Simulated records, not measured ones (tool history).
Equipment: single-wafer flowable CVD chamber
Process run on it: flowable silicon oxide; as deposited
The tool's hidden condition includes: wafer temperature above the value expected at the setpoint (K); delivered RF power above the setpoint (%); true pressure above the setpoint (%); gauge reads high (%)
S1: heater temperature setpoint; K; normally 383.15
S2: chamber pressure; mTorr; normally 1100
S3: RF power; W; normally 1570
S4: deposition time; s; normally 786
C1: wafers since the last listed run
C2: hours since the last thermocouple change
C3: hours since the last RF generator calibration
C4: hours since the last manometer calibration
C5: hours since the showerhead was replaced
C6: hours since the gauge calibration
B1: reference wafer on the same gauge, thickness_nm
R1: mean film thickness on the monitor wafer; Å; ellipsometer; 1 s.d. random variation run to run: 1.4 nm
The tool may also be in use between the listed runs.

run   hour      S1    S2    S3   S4   C1      C2      C3      C4      C5     C6       B1       R1
  1      0  383.15  1100  1570  786    0  1760.9  1111.5  2485.4  8629.6  201.2  503.359  4567.82
  2   13.5  383.15  1100  1570  707   46  1774.4    1125  2498.9  8643.1  214.7  504.015  4110.94
  3   29.4  383.15  1100  1570  707   54  1790.3  1140.9  2514.8    8659  230.6   504.17  4100.95
  4   43.1  372.15  1100  1570  786   47    1804  1154.6  2528.5  8672.7  244.3  505.306   6903.2
      49.1  -- gauge calibrated
  5   79.1  372.15  1100  1570  786  123    1840  1190.6  2564.5  8708.7     30  499.233  6857.13
  6   93.3  383.15  1100  1570  786   48  1854.2  1204.8  2578.7  8722.9   44.2  499.657  4525.56
  7  112.7  383.15  1100  1570  786   66  1873.6  1224.2  2598.1  8742.3   63.6   500.71  4533.59
     124.9  -- RF generator calibrated
  8  136.4  383.15  1100  1570  786   54  1897.3    11.5  2621.8    8766   87.3  499.371  4549.97
     154.5  -- capacitance manometer re-zeroed and calibrated
  9  157.4  383.15  1190  1570  786   44  1918.3    32.5     2.9    8787  108.3   500.17  4891.03
 10  176.5  383.15  1100  1350  786   65  1937.4    51.6      22  8806.1  127.4  500.466  4083.69
     196.1  -- showerhead replaced
 11  196.7  388.15   880  1770  929   41  1957.6    71.8    42.2     0.6  147.6  501.137  3734.65
 12  222.5  383.15  1100  1570  707   88  1983.4    97.6      68    26.4  173.4  502.354  4074.43
       246  -- thermocouple changed; heater temperature recalibrated
 13  251.3  388.15   880  1770  929   71     5.3   126.4    96.8    55.2  202.2  502.446  3751.86
 14    283  390.15  1100  1450  786  109      37   158.1   128.5    86.9  233.9  504.585  3422.33
     292.5  -- gauge calibrated
 15  302.6  368.15   960  1425  943   67    56.6   177.7   148.1   106.5   10.1  500.854  7781.76
 16  331.1  383.15  1270  1875  786   98    85.1   206.2   176.6     135   38.6  501.802  5638.02
 17  345.1  383.15  1170  1570  882   48    99.1   220.2   190.6     149   52.6  500.974  5392.13
 18  377.4  383.15  1100  1570  707  111   131.4   252.5   222.9   181.3   84.9  501.296   4100.3

Predict each of these 4 candidate next runs independently; none follows another, all start after run 18:
  A   378  370.15  1100  1570  786   2  132  253.1  223.5  181.9  85.5   ?   ?
  B   378  383.15  1100  1485  896   2  132  253.1  223.5  181.9  85.5   ?   ?
  C   378  372.15  1100  1570  717   2  132  253.1  223.5  181.9  85.5   ?   ?
  D   378  396.15  1020  1405  726   2  132  253.1  223.5  181.9  85.5   ?   ?

run       B1       R1
  A  501.453  7371.76
  B  501.453  5021.11
  C  501.453  6247.28
  D  501.453  2362.76
Without the tool's hidden state the same runs would have given:
run       R1
  A  7348.35
  B  5005.17
  C  6227.44
  D  2355.26
